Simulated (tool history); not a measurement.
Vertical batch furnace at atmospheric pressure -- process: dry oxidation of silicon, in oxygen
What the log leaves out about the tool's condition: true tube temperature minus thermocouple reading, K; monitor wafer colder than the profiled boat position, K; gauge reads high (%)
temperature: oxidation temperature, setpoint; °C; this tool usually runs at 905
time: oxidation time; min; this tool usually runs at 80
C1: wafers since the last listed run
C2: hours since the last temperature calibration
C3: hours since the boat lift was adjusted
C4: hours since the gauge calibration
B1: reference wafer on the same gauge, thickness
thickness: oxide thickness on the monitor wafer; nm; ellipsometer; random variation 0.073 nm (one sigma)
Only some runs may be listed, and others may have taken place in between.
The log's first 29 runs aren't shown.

{"run": 30, "hour": 1447.3, "temperature": 892, "time": 64, "C1": 659, "C2": 177.7, "C3": 247.5, "C4": 619.2, "B1": 24.22, "thickness": 17.92}
{"run": 31, "hour": 1493.0, "temperature": 883, "time": 56, "C1": 635, "C2": 223.4, "C3": 293.2, "C4": 664.9, "B1": 24.2, "thickness": 14.87}
{"run": 32, "hour": 1551.8, "temperature": 888, "time": 49.5, "C1": 818, "C2": 282.2, "C3": 352, "C4": 723.7, "B1": 24.17, "thickness": 14.44}
{"run": 33, "hour": 1579.2, "temperature": 882, "time": 58.5, "C1": 381, "C2": 309.6, "C3": 379.4, "C4": 751.1, "B1": 24.17, "thickness": 15.17}
{"run": 34, "hour": 1625.0, "temperature": 905, "time": 108.5, "C1": 637, "C2": 355.4, "C3": 425.2, "C4": 796.9, "B1": 24.15, "thickness": 28.99}
{"run": 35, "hour": 1661.9, "temperature": 905, "time": 45, "C1": 513, "C2": 392.3, "C3": 462.1, "C4": 833.8, "B1": 24.12, "thickness": 16.12}
{"run": 36, "hour": 1707.4, "temperature": 905, "time": 80, "C1": 633, "C2": 437.8, "C3": 507.6, "C4": 879.3, "B1": 24.1, "thickness": 23.57}
{"run": 37, "hour": 1756.1, "temperature": 881, "time": 80, "C1": 677, "C2": 486.5, "C3": 556.3, "C4": 928, "B1": 24.09, "thickness": 18.39}
{"run": 38, "hour": 1793.5, "temperature": 887, "time": 106, "C1": 520, "C2": 523.9, "C3": 593.7, "C4": 965.4, "B1": 24.07, "thickness": 23.57}
{"run": 39, "hour": 1826.2, "temperature": 893, "time": 40.5, "C1": 454, "C2": 556.6, "C3": 626.4, "C4": 998.1, "B1": 24.05, "thickness": 13.18}

Consider 4 possible next runs. They are alternatives, not a sequence: every one starts from the tool as it was left by run 39. What does each give?
{"run": "A", "hour": 1831.8, "temperature": 905, "time": 55, "C1": 77, "C2": 562.2, "C3": 632, "C4": 1003.7, "B1": "?", "thickness": "?"}
{"run": "B", "hour": 1831.8, "temperature": 918, "time": 102, "C1": 77, "C2": 562.2, "C3": 632, "C4": 1003.7, "B1": "?", "thickness": "?"}
{"run": "C", "hour": 1831.8, "temperature": 881, "time": 108.5, "C1": 77, "C2": 562.2, "C3": 632, "C4": 1003.7, "B1": "?", "thickness": "?"}
{"run": "D", "hour": 1831.8, "temperature": 905, "time": 67.5, "C1": 77, "C2": 562.2, "C3": 632, "C4": 1003.7, "B1": "?", "thickness": "?"}

run=A B1=24.04 thickness=18.42
run=B B1=24.04 thickness=31.62
run=C B1=24.04 thickness=22.51
run=D B1=24.04 thickness=21.09
Without the tool's unlogged condition, the same runs would have read:
run=A thickness=18.62
run=B thickness=31.96
run=C thickness=22.75
run=D thickness=21.31
